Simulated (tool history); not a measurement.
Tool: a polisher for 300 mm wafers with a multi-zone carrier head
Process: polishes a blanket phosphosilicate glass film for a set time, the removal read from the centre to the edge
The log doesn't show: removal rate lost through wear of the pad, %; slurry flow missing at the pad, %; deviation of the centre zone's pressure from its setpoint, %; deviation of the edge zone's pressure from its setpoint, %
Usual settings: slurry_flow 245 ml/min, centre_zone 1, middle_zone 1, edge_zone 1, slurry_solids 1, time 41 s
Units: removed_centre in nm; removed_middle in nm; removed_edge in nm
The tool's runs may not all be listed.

run,day,slurry_flow,centre_zone,middle_zone,edge_zone,slurry_solids,time,wafers since the last listed run,wafers polished on this pad,hours since the slurry nozzle was cleaned,hours since the centre zone pressure was calibrated,hours since the edge zone pressure was calibrated,hours since the carrier head's membrane was replaced,"incoming thickness of the incoming film, nm",removed_centre,removed_middle,removed_edge
1,0,245,1,1.03,1.1,1.2,47,0,363,268.9,508.2,175.3,390.6,4400.9,468.7,474.8,507
2,1.429,245,1,1,1,1,41,358,722,303.2,542.5,209.6,424.9,4402.7,396.9,381.1,392.7
3,2.75,245,1,1,1,1,41,331,1053,334.9,574.2,241.3,456.6,4370.9,375.7,391.5,385.5
4,3.912,245,1,1,1,1,51,291,1345,362.8,602.1,269.2,484.5,4301.1,477.9,469.8,484.2
5,6.188,245,0.94,1,1,1,28,570,1915,417.4,656.7,323.8,539.1,4463.9,242.5,259.5,256.3
# day 6.983: carrier head's membrane replaced by a new one
6,7.054,290,1.06,1,1,1,41,165,2080,438.2,677.5,344.6,1.7,4355.3,407.4,385.7,381.7
7,7.646,245,1,1,1.1,1,34,148,2229,452.4,691.7,358.8,15.9,4407.6,303,298.3,322.1
8,8.733,245,1,1,1,1,41,272,2502,478.5,717.8,384.9,42,4420.9,361.3,358.5,363.7
# day 8.95: centre zone pressure recalibrated
9,9.412,245,1,1,1,1,41,149,2651,494.8,11.1,401.2,58.3,4425.1,361.2,356.8,360.2
10,9.958,245,0.92,1,1,1,41,136,2788,507.9,24.2,414.3,71.4,4343.6,316.3,358.5,357.9
# day 10.212: worn pad replaced by a new one
11,11.254,245,1,0.89,1,1,41,283,261,539,55.3,445.4,102.5,4495.5,384.3,352.8,397.6
12,12.438,245,1,1,1,1,41,296,558,567.4,83.7,473.8,130.9,4446.4,383.9,385.1,390.7
13,12.983,245,0.97,1.06,1,1.2,41,136,694,580.5,96.8,486.9,144,4470.8,400.6,438.7,421.2
14,13.929,245,0.93,1,1,0.75,41,237,932,603.2,119.5,509.6,166.7,4464.9,321.7,346.5,348.3
15,14.742,245,1,1,1,1,41,203,1136,622.7,139,529.1,186.2,4411.3,376.2,377.9,390.1
16,15.675,245,0.88,1,1.11,1.1,33,234,1370,645.1,161.4,551.5,208.6,4345.1,275.2,320.9,344.4
17,16.908,245,1,1,1,1.25,41,309,1679,674.7,191,581.1,238.2,4381.5,412.1,411,418.4
18,18.392,245,1,1.11,1,1.2,41,372,2051,710.3,226.6,616.7,273.8,4353.9,391.5,448.6,404.1
# day 19.412: slurry nozzle cleaned
# day 20.804: worn pad replaced by a new one
19,22.788,300,1,1.07,1.08,1,41,1050,497,81,332.1,722.2,379.3,4318.8,396.2,419.9,409.7
20,23.342,245,0.97,1.06,1,1.2,41,139,636,94.3,345.4,735.5,392.6,4401.6,401.4,436.3,414.7
21,24.438,320,1,1.03,1.04,1,41,274,911,120.6,371.7,761.8,418.9,4461.8,387.9,406.3,402.1

Forecast each of these 5 alternatives for the next run:
A,24.454,245,1,1,1,1,41,4,915,121,372.1,762.2,419.3,4380.9,?,?,?
B,24.454,245,1.11,1,1,1,41,4,915,121,372.1,762.2,419.3,4380.9,?,?,?
C,24.454,245,1,1.12,1,1,41,4,915,121,372.1,762.2,419.3,4380.9,?,?,?
D,24.454,245,1,1.08,1,1,41,4,915,121,372.1,762.2,419.3,4380.9,?,?,?
E,24.454,245,1,1,1,1.15,41,4,915,121,372.1,762.2,419.3,4380.9,?,?,?

run,removed_centre,removed_middle,removed_edge
A,383.3,385.1,388.3
B,425.8,384.8,388.3
C,383.7,424.1,387.7
D,383.6,411.1,387.9
E,404.4,406.2,409.6
Without the tool's hidden state the same runs would have given:
run,removed_centre,removed_middle,removed_edge
A,392.1,393.8,397.2
B,435.6,393.6,397.2
C,392.4,433.8,396.5
D,392.3,420.5,396.8
E,413.6,415.4,419
